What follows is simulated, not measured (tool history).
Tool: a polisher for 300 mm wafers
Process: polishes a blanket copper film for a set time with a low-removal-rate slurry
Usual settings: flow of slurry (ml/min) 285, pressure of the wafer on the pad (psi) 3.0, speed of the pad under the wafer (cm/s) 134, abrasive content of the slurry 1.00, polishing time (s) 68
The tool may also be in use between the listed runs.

run     day  flow of slurry (ml/min)  pressure of the wafer on the pad (psi)  speed of the pad under the wafer (cm/s)  abrasive content of the slurry  polishing time (s)  incoming thickness of the incoming film, nm  film removed (Å)
  1   0.000                      285                                     3.0                                      134                            1.00                  68                                       1069.2              2254
  2   0.525                      285                                     3.0                                      134                            1.00                  68                                       1084.2              2265
  3   0.788                      285                                     3.0                                      134                            1.00                  68                                       1081.2              2185
      1.271  -- worn pad replaced by a new one
  4   1.438                      285                                     3.0                                      134                            1.00                  68                                       1101.5              2253
  5   2.221                      285                                     3.0                                      134                            1.00                  68                                       1069.8              2207
  6   2.817                      285                                     3.0                                      134                            1.00                  68                                       1091.4              2222
  7   3.133                      285                                     3.0                                      134                            1.00                  68                                       1081.0              2228
      3.612  -- worn pad replaced by a new one
  8   3.671                      285                                     3.0                                      134                            1.20                  68                                       1072.1              2330
      4.071  -- head pressure recalibrated
  9   4.092                      325                                     3.0                                      134                            1.00                  68                                       1080.5              2278
      4.517  -- slurry nozzle cleaned
 10   4.667                      325                                     3.0                                      134                            1.00                  68                                       1074.8              2252
 11   5.250                      285                                     3.0                                      134                            0.75                  68                                       1079.5              2164
 12   5.846                      285                                     3.0                                      134                            1.00                  68                                       1078.5              2240
 13   6.183                      285                                     2.4                                      134                            1.00                  55                                       1069.8              1512
      6.462  -- worn pad replaced by a new one
 14   6.854                      285                                     3.0                                      154                            1.00                  68                                       1071.8              2452
      7.242  -- slurry blender recalibrated
 15   7.262                      285                                     3.0                                      134                            1.00                  68                                       1077.4              2442
 16   7.612                      225                                     3.0                                      122                            1.00                  54                                       1078.9              1754
 17   8.275                      285                                     2.4                                      134                            1.00                  55                                       1072.7              1628
 18   8.692                      360                                     2.1                                      164                            1.00                  68                                       1070.7              2179
      9.158  -- worn pad replaced by a new one
 19   9.392                      285                                     3.0                                      134                            1.00                  82                                       1098.7              2859
 20  10.062                      385                                     2.0                                      134                            1.00                  68                                       1081.0              1772
 21  10.658                      285                                     3.0                                      134                            1.00                  68                                       1091.1              2287
 22  11.212                      285                                     3.6                                      134                            1.00                  57                                       1073.2              2234

Measured less the same run without the tool's hidden state. The same run-to-run variation is in both; the gauge's scatter may not be:
The hidden state here: removal rate lost through wear of the pad, %; slurry flow missing at the pad, %; deviation of the head's pressure from its setpoint, %; abrasive missing from the slurry, %.
run  film removed (Å)
  1              -181
  2              -189
  3              -185
  4              -197
  5              -201
  6              -206
  7              -209
  8              -227
  9              -220
 10              -220
 11              -206
 12              -224
 13              -152
 14              -249
 15               -11
 16               -18
 17               -36
 18               -62
 19              -111
 20               -84
 21              -124
 22              -134

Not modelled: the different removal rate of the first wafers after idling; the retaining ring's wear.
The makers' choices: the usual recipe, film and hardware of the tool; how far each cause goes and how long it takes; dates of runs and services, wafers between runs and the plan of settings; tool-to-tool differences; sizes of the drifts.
